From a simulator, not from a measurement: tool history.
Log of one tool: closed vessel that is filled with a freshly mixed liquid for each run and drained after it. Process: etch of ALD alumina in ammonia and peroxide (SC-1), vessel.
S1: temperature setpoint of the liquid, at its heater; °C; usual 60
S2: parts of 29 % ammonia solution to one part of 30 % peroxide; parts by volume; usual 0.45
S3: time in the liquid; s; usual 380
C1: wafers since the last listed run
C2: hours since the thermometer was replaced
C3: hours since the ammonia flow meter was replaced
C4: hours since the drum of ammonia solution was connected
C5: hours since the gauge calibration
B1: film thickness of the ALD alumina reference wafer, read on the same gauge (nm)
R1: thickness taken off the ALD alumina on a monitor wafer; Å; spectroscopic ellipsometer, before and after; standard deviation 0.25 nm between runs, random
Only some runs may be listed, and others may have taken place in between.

run    hour    S1    S2   S3     C1      C2      C3     C4      C5      B1     R1
  1       0    60  0.45  380      0  2485.5    1852  474.1  1899.9  130.02  390.9
  2    43.4    60  0.45  380   3139  2528.9  1895.4  517.5  1943.3  129.97  392.9
         80  -- thermometer replaced
  3      89    60  0.45  310   3226       9    1941  563.1  1988.9  130.01  336.3
       99.6  -- new drum of ammonia solution connected
      197.9  -- ammonia flow meter replaced
  4   260.6    60  0.45  310  12269   180.6    62.7    161  2160.5     130  337.9
  5   314.1    60  0.45  310   3870   234.1   116.2  214.5    2214  129.99  334.7
  6   340.3    60  0.45  380   1895   260.3   142.4  240.7  2240.2  130.01  407.5
  7   378.2  57.5  0.45  380   2741   298.2   180.3  278.6  2278.1  129.98  366.8
  8   434.5    60  0.45  380   4072   354.5   236.6  334.9  2334.4     130    410
  9   479.5    60  0.25  380   3255   399.5   281.6  379.9  2379.4  130.04  398.9
 10   542.2    60  0.45  380   4535   462.2   344.3  442.6  2442.1     130    413
 11   569.6    60  0.65  380   1982   489.6   371.7    470  2469.5     130  425.7
 12   624.5  64.5  0.45  380   3971   544.5   426.6  524.9  2524.4  130.02  527.2
      670.2  -- new drum of ammonia solution connected
      676.4  -- thermometer replaced, repeated, since the last time left the tool worse
 13   689.5  66.5  0.45  605   4557    13.1   491.6   19.3  2589.4     130  809.4
 14   726.5    69  0.45  175   2676    50.1   528.6   56.3  2626.4  129.98  261.7
 15   779.9    60  0.45  380   3863   103.5     582  109.7  2679.8  129.99  359.8
 16   845.6  63.5  0.35  380   4752   169.2   647.7  175.4  2745.5  129.98  425.9
 17   887.2    60  0.55  320   3009   210.8   689.3    217  2787.1  130.01  314.5
 18   943.9  66.5  0.45  380   4101   267.5     746  273.7  2843.8     130  509.3
      957.9  -- gauge calibrated
 19  1013.1  63.5   0.3  535   5006   336.7   815.2  342.9    55.2  129.98    606
 20  1202.4    60  0.45  380  13694     526  1004.5  532.2   244.5     130  368.5
 21  1250.3  54.5  0.35  380   3465   573.9  1052.4  580.1   292.4  129.98  269.4
 22  1309.2    60  0.45  570   4260   632.8  1111.3    639   351.3  130.01  560.1
     1324.7  -- new drum of ammonia solution connected
 23  1348.6  69.5   0.4  550   2777   672.2  1150.7   23.9   390.7  129.99  845.4
 24  1394.9    54   0.3  315   3349   718.5    1197   70.2     437  130.01  220.3
 25  1447.5  68.5   0.4  300   3805   771.1  1249.6  122.8   489.6  130.01  445.3
 26  1513.8    60  0.35  565   4796   837.4  1315.9  189.1   555.9  130.02  545.1
 27  1580.7    50  0.55  215   4839   904.3  1382.8    256   622.8  129.98  127.2
 28  1622.4    60  0.55  210   3016     946  1424.5  297.7   664.5  129.99  212.8
 29    1733  66.5   0.3  380   8001  1056.6  1535.1  408.3   775.1  129.98  500.4

Below, each run's measurement less what the same run would have read without the hidden state. Both values contain the same run-to-run variation, but the gauge's scatter may not be the same in both:
Hidden state at play: liquid hotter than its thermometer reads (K); ammonia flow below the setpoint (%); ammonia solution weaker than its label (%); gauge reads high (%).
run     R1
  1  +28.5
  2  +28.9
  3  +38.1
  4  +39.5
  5  +39.5
  6  +48.4
  7  +44.5
  8  +49.6
  9  +48.5
 10    +51
 11  +52.7
 12  +64.2
 13   +1.6
 14   +0.8
 15   +1.6
 16   +2.6
 17   +2.2
 18   +4.3
 19     +6
 20   +5.6
 21   +4.6
 22    +10
 23    +15
 24   +4.6
 25     +9
 26  +12.7
 27   +3.3
 28   +5.5
 29  +13.8
